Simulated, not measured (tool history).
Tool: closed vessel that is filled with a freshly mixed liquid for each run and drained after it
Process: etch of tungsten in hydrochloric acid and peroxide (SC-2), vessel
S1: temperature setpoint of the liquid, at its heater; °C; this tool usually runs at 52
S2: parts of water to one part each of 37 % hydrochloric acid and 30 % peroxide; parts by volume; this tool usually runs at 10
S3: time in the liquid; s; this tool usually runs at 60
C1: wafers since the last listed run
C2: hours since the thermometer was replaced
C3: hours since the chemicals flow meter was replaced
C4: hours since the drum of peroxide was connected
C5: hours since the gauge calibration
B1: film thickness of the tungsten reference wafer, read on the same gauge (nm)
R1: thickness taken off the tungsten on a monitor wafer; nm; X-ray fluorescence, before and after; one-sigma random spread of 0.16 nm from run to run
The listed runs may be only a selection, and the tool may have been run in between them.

run	hour	S1	S2	S3	C1	C2	C3	C4	C5	B1	R1
1	0	52	10	40	0	870.9	763.7	796.6	268.3	100.02	17.04
2	61.8	52	10	40	8606	932.7	825.5	858.4	330.1	99.96	16.96
3	181	52	10	40	16599	1051.9	944.7	977.6	449.3	100.03	16.9
4	220.5	52	10	60	5500	1091.4	984.2	1017.1	488.8	99.98	25.53
5	303.6	52	10	60	11572	1174.5	1067.3	1100.2	571.9	99.99	25.63
# hour 387.3: thermometer replaced
6	400.1	52	10	60	13299	12.8	1163.8	1196.7	668.4	100	25.74
# hour 440.6: gauge calibrated
7	461.7	52	13	60	8578	74.4	1225.4	1258.3	21.1	99.96	20.43
# hour 533.5: new drum of peroxide connected
8	539.9	52	10	60	10750	152.6	1303.6	6.4	99.3	99.99	25.69
# hour 615.8: chemicals flow meter replaced
9	632.1	48	10	60	12700	244.8	16.3	98.6	191.5	99.99	19.37
10	672.8	52	10	60	5667	285.5	57	139.3	232.2	99.93	25.63
11	727.7	52	11.5	40	7645	340.4	111.9	194.2	287.1	100.03	15.12
12	772.8	61	5.5	80	6280	385.5	157	239.3	332.2	100	97.57
13	859	47.5	8	35	12004	471.7	243.2	325.5	418.4	99.94	13.31
14	895.8	60.5	10	60	5124	508.5	280	362.3	455.2	100.03	44.43
15	975.5	52	12	60	11099	588.2	359.7	442	534.9	100.03	21.86
16	1036.8	45	10	45	8536	649.5	421	503.3	596.2	100.05	11.99
# hour 1050.7: gauge calibrated
17	1128.8	52	10	60	12811	741.5	513	595.3	78.1	99.98	25.49

List, for all runs, the conditions of the tool that the log does not record:
liquid hotter than its thermometer reads (K): 0 across all the runs
chemicals flow above the setpoint (%): 0 across all the runs
peroxide weaker than its label (%): 0 across all the runs
gauge reads high (%): 0 across all the runs
